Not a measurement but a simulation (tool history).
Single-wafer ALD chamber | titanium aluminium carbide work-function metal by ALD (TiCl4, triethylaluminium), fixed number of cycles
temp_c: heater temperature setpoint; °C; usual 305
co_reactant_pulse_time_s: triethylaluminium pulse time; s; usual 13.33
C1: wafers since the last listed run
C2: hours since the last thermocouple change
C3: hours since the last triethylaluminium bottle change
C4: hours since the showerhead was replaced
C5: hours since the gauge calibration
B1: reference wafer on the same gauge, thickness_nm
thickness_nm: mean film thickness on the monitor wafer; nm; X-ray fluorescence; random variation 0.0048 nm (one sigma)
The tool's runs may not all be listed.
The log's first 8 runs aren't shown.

{"run": 9, "hour": 103.8, "temp_c": 305, "co_reactant_pulse_time_s": 13.33, "C1": 166, "C2": 2348.1, "C3": 2032, "C4": 5374.2, "C5": 343, "B1": 2.119, "thickness_nm": 1.81}
{"run": 10, "hour": 116.3, "temp_c": 296, "co_reactant_pulse_time_s": 13.33, "C1": 158, "C2": 2360.6, "C3": 2044.5, "C4": 5386.7, "C5": 355.5, "B1": 2.119, "thickness_nm": 1.728}
{"run": 11, "hour": 123.9, "temp_c": 296, "co_reactant_pulse_time_s": 13.33, "C1": 96, "C2": 2368.2, "C3": 2052.1, "C4": 5394.3, "C5": 363.1, "B1": 2.121, "thickness_nm": 1.726}
{"run": 12, "hour": 131.5, "temp_c": 296, "co_reactant_pulse_time_s": 16.58, "C1": 96, "C2": 2375.8, "C3": 2059.7, "C4": 5401.9, "C5": 370.7, "B1": 2.12, "thickness_nm": 1.775}
{"run": 13, "hour": 142.8, "temp_c": 305, "co_reactant_pulse_time_s": 13.33, "C1": 143, "C2": 2387.1, "C3": 2071, "C4": 5413.2, "C5": 382, "B1": 2.119, "thickness_nm": 1.796}
{"hour": 152.0, "done": "triethylaluminium bottle replaced"}
{"run": 14, "hour": 160.6, "temp_c": 310, "co_reactant_pulse_time_s": 18.62, "C1": 124, "C2": 2404.9, "C3": 8.6, "C4": 5431, "C5": 399.8, "B1": 2.119, "thickness_nm": 1.871}
{"run": 15, "hour": 173.6, "temp_c": 305, "co_reactant_pulse_time_s": 13.33, "C1": 165, "C2": 2417.9, "C3": 21.6, "C4": 5444, "C5": 412.8, "B1": 2.12, "thickness_nm": 1.707}
{"hour": 181.6, "done": "showerhead replaced"}
{"hour": 185.6, "done": "thermocouple changed; heater temperature recalibrated"}
{"run": 16, "hour": 188.0, "temp_c": 309, "co_reactant_pulse_time_s": 10.55, "C1": 31, "C2": 2.4, "C3": 36, "C4": 6.4, "C5": 427.2, "B1": 2.123, "thickness_nm": 1.621}
{"run": 17, "hour": 205.0, "temp_c": 296, "co_reactant_pulse_time_s": 13.33, "C1": 215, "C2": 19.4, "C3": 53, "C4": 23.4, "C5": 444.2, "B1": 2.12, "thickness_nm": 1.641}
{"run": 18, "hour": 215.9, "temp_c": 291, "co_reactant_pulse_time_s": 9.87, "C1": 138, "C2": 30.3, "C3": 63.9, "C4": 34.3, "C5": 455.1, "B1": 2.118, "thickness_nm": 1.447}
{"hour": 228.2, "done": "triethylaluminium bottle replaced, repeated, since the last time left the tool worse"}
{"run": 19, "hour": 231.1, "temp_c": 309, "co_reactant_pulse_time_s": 11.3, "C1": 91, "C2": 45.5, "C3": 2.9, "C4": 49.5, "C5": 470.3, "B1": 2.12, "thickness_nm": 1.874}
{"hour": 231.3, "done": "gauge calibrated"}
{"run": 20, "hour": 239.0, "temp_c": 305, "co_reactant_pulse_time_s": 13.33, "C1": 100, "C2": 53.4, "C3": 10.8, "C4": 57.4, "C5": 7.7, "B1": 2.121, "thickness_nm": 1.859}
{"run": 21, "hour": 250.5, "temp_c": 305, "co_reactant_pulse_time_s": 13.33, "C1": 146, "C2": 64.9, "C3": 22.3, "C4": 68.9, "C5": 19.2, "B1": 2.121, "thickness_nm": 1.863}
{"run": 22, "hour": 266.3, "temp_c": 312, "co_reactant_pulse_time_s": 15.65, "C1": 200, "C2": 80.7, "C3": 38.1, "C4": 84.7, "C5": 35, "B1": 2.12, "thickness_nm": 1.939}
{"run": 23, "hour": 282.0, "temp_c": 305, "co_reactant_pulse_time_s": 16.78, "C1": 199, "C2": 96.4, "C3": 53.8, "C4": 100.4, "C5": 50.7, "B1": 2.118, "thickness_nm": 1.881}
{"run": 24, "hour": 298.4, "temp_c": 293, "co_reactant_pulse_time_s": 13.33, "C1": 208, "C2": 112.8, "C3": 70.2, "C4": 116.8, "C5": 67.1, "B1": 2.119, "thickness_nm": 1.754}
{"run": 25, "hour": 315.4, "temp_c": 314, "co_reactant_pulse_time_s": 15.68, "C1": 215, "C2": 129.8, "C3": 87.2, "C4": 133.8, "C5": 84.1, "B1": 2.12, "thickness_nm": 1.958}
{"run": 26, "hour": 335.1, "temp_c": 305, "co_reactant_pulse_time_s": 8.52, "C1": 250, "C2": 149.5, "C3": 106.9, "C4": 153.5, "C5": 103.8, "B1": 2.123, "thickness_nm": 1.768}
{"run": 27, "hour": 352.7, "temp_c": 298, "co_reactant_pulse_time_s": 16.93, "C1": 223, "C2": 167.1, "C3": 124.5, "C4": 171.1, "C5": 121.4, "B1": 2.12, "thickness_nm": 1.817}
{"run": 28, "hour": 360.3, "temp_c": 305, "co_reactant_pulse_time_s": 13.33, "C1": 96, "C2": 174.7, "C3": 132.1, "C4": 178.7, "C5": 129, "B1": 2.12, "thickness_nm": 1.864}
{"run": 29, "hour": 372.0, "temp_c": 291, "co_reactant_pulse_time_s": 13.33, "C1": 148, "C2": 186.4, "C3": 143.8, "C4": 190.4, "C5": 140.7, "B1": 2.119, "thickness_nm": 1.749}
{"run": 30, "hour": 388.8, "temp_c": 299, "co_reactant_pulse_time_s": 8.23, "C1": 213, "C2": 203.2, "C3": 160.6, "C4": 207.2, "C5": 157.5, "B1": 2.12, "thickness_nm": 1.697}
{"run": 31, "hour": 405.1, "temp_c": 318, "co_reactant_pulse_time_s": 8.74, "C1": 207, "C2": 219.5, "C3": 176.9, "C4": 223.5, "C5": 173.8, "B1": 2.123, "thickness_nm": 1.884}
{"run": 32, "hour": 411.1, "temp_c": 305, "co_reactant_pulse_time_s": 10.24, "C1": 76, "C2": 225.5, "C3": 182.9, "C4": 229.5, "C5": 179.8, "B1": 2.121, "thickness_nm": 1.814}

Forecast each of these 5 alternatives for the next run:
{"run": "A", "hour": 411.5, "temp_c": 305, "co_reactant_pulse_time_s": 11.46, "C1": 5, "C2": 225.9, "C3": 183.3, "C4": 229.9, "C5": 180.2, "B1": "?", "thickness_nm": "?"}
{"run": "B", "hour": 411.5, "temp_c": 313, "co_reactant_pulse_time_s": 9.66, "C1": 5, "C2": 225.9, "C3": 183.3, "C4": 229.9, "C5": 180.2, "B1": "?", "thickness_nm": "?"}
{"run": "C", "hour": 411.5, "temp_c": 305, "co_reactant_pulse_time_s": 8.77, "C1": 5, "C2": 225.9, "C3": 183.3, "C4": 229.9, "C5": 180.2, "B1": "?", "thickness_nm": "?"}
{"run": "D", "hour": 411.5, "temp_c": 297, "co_reactant_pulse_time_s": 10.07, "C1": 5, "C2": 225.9, "C3": 183.3, "C4": 229.9, "C5": 180.2, "B1": "?", "thickness_nm": "?"}
{"run": "E", "hour": 411.5, "temp_c": 298, "co_reactant_pulse_time_s": 9.81, "C1": 5, "C2": 225.9, "C3": 183.3, "C4": 229.9, "C5": 180.2, "B1": "?", "thickness_nm": "?"}

run=A B1=2.119 thickness_nm=1.841
run=B B1=2.119 thickness_nm=1.874
run=C B1=2.119 thickness_nm=1.774
run=D B1=2.119 thickness_nm=1.744
run=E B1=2.119 thickness_nm=1.746
Without the tool's hidden state the same runs would have given:
run=A thickness_nm=1.846
run=B thickness_nm=1.882
run=C thickness_nm=1.783
run=D thickness_nm=1.75
run=E thickness_nm=1.753
